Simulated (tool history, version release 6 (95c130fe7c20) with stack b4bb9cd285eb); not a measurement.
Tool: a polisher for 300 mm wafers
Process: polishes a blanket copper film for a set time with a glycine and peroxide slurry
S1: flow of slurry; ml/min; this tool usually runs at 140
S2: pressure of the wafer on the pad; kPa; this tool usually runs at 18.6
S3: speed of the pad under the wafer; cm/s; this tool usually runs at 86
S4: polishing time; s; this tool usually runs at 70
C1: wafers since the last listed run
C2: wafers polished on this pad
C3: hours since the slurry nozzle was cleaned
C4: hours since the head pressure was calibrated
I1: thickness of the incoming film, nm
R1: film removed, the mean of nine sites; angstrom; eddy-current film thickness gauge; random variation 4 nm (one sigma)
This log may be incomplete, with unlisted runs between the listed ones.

run	day	S1	S2	S3	S4	C1	C2	C3	C4	I1	R1
1	0.000	140	18.6	86	70	0	486	38.2	767.6	1618.2	2625
2	2.938	140	18.6	86	70	686	1172	108.7	838.1	1660.8	2576
3	5.483	140	18.6	86	85	594	1767	169.8	899.2	1630.4	3068
# day 6.104: worn pad replaced by a new one
4	9.408	140	18.6	86	85	878	772	264.0	993.4	1615.7	3144
5	12.850	140	18.6	86	85	804	1576	346.6	1076.0	1650.8	3130
# day 14.904: worn pad replaced by a new one
6	16.004	140	18.6	106	70	698	257	422.3	1151.7	1621.4	2917
# day 17.129: head pressure recalibrated
7	18.429	140	18.6	106	70	547	804	480.5	31.2	1608.6	3098
8	20.600	110	22.8	86	56	507	1311	532.6	83.3	1640.7	2434
9	22.588	140	18.6	86	70	464	1776	580.3	131.0	1635.3	2689
# day 22.767: worn pad replaced by a new one
# day 24.242: slurry nozzle cleaned
10	24.333	95	20.7	102	84	359	356	2.2	172.9	1665.1	3590
11	28.462	175	18.6	96	61	965	1321	101.3	272.0	1635.7	2566
# day 31.008: worn pad replaced by a new one
12	31.467	140	18.6	104	86	663	106	173.4	344.1	1634.8	3623
13	34.075	140	18.6	86	48	609	716	236.0	406.7	1662.3	1807
14	36.896	140	18.6	86	53	659	1375	303.7	474.4	1650.0	1959
15	39.504	125	18.6	70	70	609	1985	366.3	537.0	1649.8	2318

Here are 3 independent what-if runs from the current tool condition. What would each one return?
A	39.521	140	24.1	86	70	3	1989	366.7	537.4	1638.0	?
B	39.521	140	18.6	106	89	3	1989	366.7	537.4	1638.0	?
C	39.521	140	24.1	112	70	3	1989	366.7	537.4	1638.0	?

run	R1
A	3080
B	3713
C	3636
With the hidden condition removed and each run's random variation left untouched, the same runs would have given:
run	R1
A	3302
B	3978
C	3908
